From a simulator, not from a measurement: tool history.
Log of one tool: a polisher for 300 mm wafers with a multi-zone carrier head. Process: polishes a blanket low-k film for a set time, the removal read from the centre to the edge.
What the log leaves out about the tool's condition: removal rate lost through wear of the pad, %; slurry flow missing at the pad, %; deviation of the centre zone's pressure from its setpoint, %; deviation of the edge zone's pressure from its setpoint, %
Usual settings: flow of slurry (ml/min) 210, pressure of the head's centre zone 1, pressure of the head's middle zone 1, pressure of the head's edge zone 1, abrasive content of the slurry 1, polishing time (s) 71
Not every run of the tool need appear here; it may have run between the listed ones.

| run | day | flow of slurry (ml/min) | pressure of the head's centre zone | pressure of the head's middle zone | pressure of the head's edge zone | abrasive content of the slurry | polishing time (s) | wafers since the last listed run | wafers polished on this pad | hours since the slurry nozzle was cleaned | hours since the centre zone pressure was calibrated | hours since the edge zone pressure was calibrated | hours since the carrier head's membrane was replaced | incoming thickness of the incoming film, nm | film removed at the wafer's centre (angstrom) | film removed at mid-radius (angstrom) | film removed at the wafer's edge (angstrom) |
|---|---|---|---|---|---|---|---|---|---|---|---|---|---|---|---|---|---|
| 1 | 0 | 210 | 1 | 1 | 1 | 1 | 71 | 0 | 4 | 48.3 | 982.9 | 690.6 | 1817.4 | 705.8 | 155 | 151 | 151 |
| 2 | 0.888 | 210 | 1 | 0.97 | 1 | 1 | 71 | 206 | 210 | 69.6 | 1004.2 | 711.9 | 1838.7 | 700.4 | 151 | 146 | 149 |
|  | 1.283 | carrier head's membrane replaced by a new one |
| 3 | 1.896 | 165 | 1 | 1 | 1 | 1 | 71 | 185 | 396 | 93.8 | 1028.4 | 736.1 | 14.7 | 709.4 | 144 | 145 | 143 |
| 4 | 2.925 | 165 | 1 | 1 | 1 | 1 | 71 | 238 | 635 | 118.5 | 1053.1 | 760.8 | 39.4 | 705.9 | 149 | 146 | 147 |
| 5 | 3.929 | 165 | 1 | 1 | 1 | 1 | 71 | 233 | 868 | 142.6 | 1077.2 | 784.9 | 63.5 | 706.4 | 149 | 145 | 145 |
| 6 | 4.925 | 210 | 1.07 | 0.91 | 0.95 | 0.9 | 71 | 231 | 1099 | 166.5 | 1101.1 | 808.8 | 87.4 | 707.7 | 150 | 131 | 139 |
| 7 | 6.304 | 210 | 0.91 | 1 | 1 | 1 | 71 | 320 | 1420 | 199.6 | 1134.2 | 841.9 | 120.5 | 713 | 145 | 152 | 148 |
| 8 | 7.404 | 145 | 1 | 1 | 1 | 1.3 | 84 | 255 | 1675 | 226 | 1160.6 | 868.3 | 146.9 | 703.5 | 191 | 190 | 190 |
| 9 | 8.442 | 210 | 1 | 1 | 1 | 1 | 71 | 240 | 1916 | 250.9 | 1185.5 | 893.2 | 171.8 | 707.7 | 157 | 153 | 150 |
|  | 8.908 | worn pad replaced by a new one, of another model than before |
| 10 | 8.988 | 150 | 1 | 1 | 0.95 | 1 | 71 | 88 | 18 | 264 | 1198.6 | 906.3 | 184.9 | 703.5 | 148 | 145 | 143 |
| 11 | 10.204 | 185 | 1 | 1.12 | 1 | 1 | 71 | 282 | 300 | 293.2 | 1227.8 | 935.5 | 214.1 | 712.7 | 152 | 166 | 148 |
| 12 | 11.117 | 210 | 1 | 1 | 1 | 1 | 71 | 211 | 512 | 315.1 | 1249.7 | 957.4 | 236 | 702.1 | 158 | 152 | 150 |
| 13 | 11.662 | 210 | 1 | 1 | 1 | 1 | 71 | 126 | 639 | 328.2 | 1262.8 | 970.5 | 249.1 | 700.2 | 155 | 152 | 149 |
| 14 | 12.283 | 210 | 1.12 | 1 | 0.96 | 1 | 71 | 144 | 783 | 343.1 | 1277.7 | 985.4 | 264 | 717.5 | 167 | 152 | 147 |
| 15 | 13.083 | 210 | 1 | 1 | 0.97 | 1 | 47 | 185 | 969 | 362.3 | 1296.9 | 1004.6 | 283.2 | 696.9 | 103 | 101 | 100 |
|  | 13.192 | centre zone pressure recalibrated |
| 16 | 14.975 | 210 | 1 | 1 | 0.91 | 0.9 | 71 | 419 | 1389 | 407.7 | 42.8 | 1050 | 328.6 | 699.3 | 138 | 140 | 133 |
|  | 16.042 | edge zone pressure recalibrated |
|  | 16.333 | worn pad replaced by a new one |
| 17 | 16.354 | 210 | 1 | 0.89 | 0.89 | 1 | 71 | 262 | 5 | 440.8 | 75.9 | 7.5 | 361.7 | 713.9 | 148 | 138 | 142 |
| 18 | 19.346 | 270 | 1 | 1 | 1 | 1 | 88 | 694 | 699 | 512.6 | 147.7 | 79.3 | 433.5 | 704 | 188 | 194 | 189 |
| 19 | 20.096 | 210 | 1 | 1 | 1 | 1 | 71 | 174 | 873 | 530.6 | 165.7 | 97.3 | 451.5 | 710.5 | 150 | 154 | 149 |
| 20 | 23.567 | 210 | 1 | 1 | 1 | 1 | 71 | 805 | 1679 | 613.9 | 249 | 180.6 | 534.8 | 701.9 | 149 | 151 | 147 |
| 21 | 24.388 | 210 | 1 | 1 | 1 | 1 | 71 | 190 | 1870 | 633.6 | 268.7 | 200.3 | 554.5 | 721.8 | 150 | 152 | 151 |
|  | 25.775 | worn pad replaced by a new one |
| 22 | 25.796 | 240 | 0.92 | 1 | 1 | 1.15 | 51 | 288 | 5 | 667.4 | 302.5 | 234.1 | 588.3 | 708.8 | 112 | 120 | 118 |
| 23 | 26.312 | 210 | 1 | 1 | 1 | 1 | 71 | 119 | 125 | 679.8 | 314.9 | 246.5 | 600.7 | 704.7 | 145 | 153 | 148 |

Branching from run 23: 3 alternative next runs. What would each branch give?
| A | 26.329 | 210 | 1 | 1 | 1.08 | 1 | 71 | 3 | 129 | 680.2 | 315.3 | 246.9 | 601.1 | 708.5 | ? | ? | ? |
| B | 26.329 | 210 | 0.92 | 1.11 | 1.04 | 1 | 71 | 3 | 129 | 680.2 | 315.3 | 246.9 | 601.1 | 708.5 | ? | ? | ? |
| C | 26.329 | 260 | 1 | 1 | 1.08 | 1 | 71 | 3 | 129 | 680.2 | 315.3 | 246.9 | 601.1 | 708.5 | ? | ? | ? |

| run | film removed at the wafer's centre (angstrom) | film removed at mid-radius (angstrom) | film removed at the wafer's edge (angstrom) |
|---|---|---|---|
| A | 149 | 151 | 154 |
| B | 141 | 165 | 152 |
| C | 152 | 154 | 157 |
Had the tool no hidden state, the same runs would have come out as:
| run | film removed at the wafer's centre (angstrom) | film removed at mid-radius (angstrom) | film removed at the wafer's edge (angstrom) |
|---|---|---|---|
| A | 146 | 151 | 154 |
| B | 139 | 165 | 152 |
| C | 150 | 154 | 157 |

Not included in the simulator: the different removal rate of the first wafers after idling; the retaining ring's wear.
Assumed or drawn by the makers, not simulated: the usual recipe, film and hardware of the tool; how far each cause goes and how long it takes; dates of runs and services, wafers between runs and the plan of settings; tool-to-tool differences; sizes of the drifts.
